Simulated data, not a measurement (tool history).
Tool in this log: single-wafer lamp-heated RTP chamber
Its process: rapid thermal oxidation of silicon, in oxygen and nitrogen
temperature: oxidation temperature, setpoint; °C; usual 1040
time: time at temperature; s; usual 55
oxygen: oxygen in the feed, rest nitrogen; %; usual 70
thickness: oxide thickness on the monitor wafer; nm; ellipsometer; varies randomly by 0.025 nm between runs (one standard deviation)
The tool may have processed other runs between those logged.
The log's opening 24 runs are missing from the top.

run   hour  temperature  time  oxygen  wafers since the last listed run  wafers since the last pyrometer calibration  hours since the oxygen flow controller was replaced  hours since the gauge calibration  read-back reference wafer on the same gauge, thickness  thickness
 25  356.8         1018    68      94                               135                                         1272                                                288.2                              656.7                                                   6.657      6.986
     368.9  -- gauge calibrated
 26  370.5         1040    47      70                               103                                         1375                                                301.9                                1.6                                                   6.636       6.22
 27  387.4         1040    47      70                               127                                         1503                                                318.8                               18.5                                                   6.642      6.183
 28  402.1         1054    41      53                               111                                         1615                                                333.5                               33.2                                                   6.649      5.808
 29  416.1         1021    64      61                               105                                         1720                                                347.5                               47.2                                                   6.652      5.946
 30  425.7         1024    55      81                                72                                         1793                                                357.1                               56.8                                                    6.64      6.245
 31  439.3         1052    76      86                               102                                         1896                                                370.7                               70.4                                                   6.652      9.001
 32  446.9         1040    75      45                                57                                         1953                                                378.3                                 78                                                   6.666      6.495
 33    472         1067    48      83                               189                                         2143                                                403.4                              103.1                                                   6.641          8
 34  484.3         1063    77      70                                93                                         2236                                                415.7                              115.4                                                   6.654      9.054
 35  500.9         1040    55      70                               125                                         2362                                                432.3                                132                                                   6.657      6.642
 36  516.4         1040    43      70                               117                                         2479                                                447.8                              147.5                                                   6.647      5.945
 37  528.4         1040    55      70                                90                                         2570                                                459.8                              159.5                                                    6.65      6.641

5 ways to go on from here, each from the tool as it stands after run 37. What would each give?
  A  528.9         1040    55      52                                 3                                         2574                                                460.3                                160                                                       ?          ?
  B  528.9         1052    75      54                                 3                                         2574                                                460.3                                160                                                       ?          ?
  C  528.9         1012    73      70                                 3                                         2574                                                460.3                                160                                                       ?          ?
  D  528.9         1040    30      70                                 3                                         2574                                                460.3                                160                                                       ?          ?
  E  528.9         1040    55      43                                 3                                         2574                                                460.3                                160                                                       ?          ?

run  read-back reference wafer on the same gauge, thickness  thickness
  A                                                   6.645      5.991
  B                                                   6.645      7.556
  C                                                   6.645      6.187
  D                                                   6.645      5.122
  E                                                   6.645      5.608
The same runs, with their run-to-run variation unchanged, on a tool lacking any hidden condition would have given:
run  thickness
  A      5.935
  B      7.486
  C      6.127
  D      5.075
  E      5.556

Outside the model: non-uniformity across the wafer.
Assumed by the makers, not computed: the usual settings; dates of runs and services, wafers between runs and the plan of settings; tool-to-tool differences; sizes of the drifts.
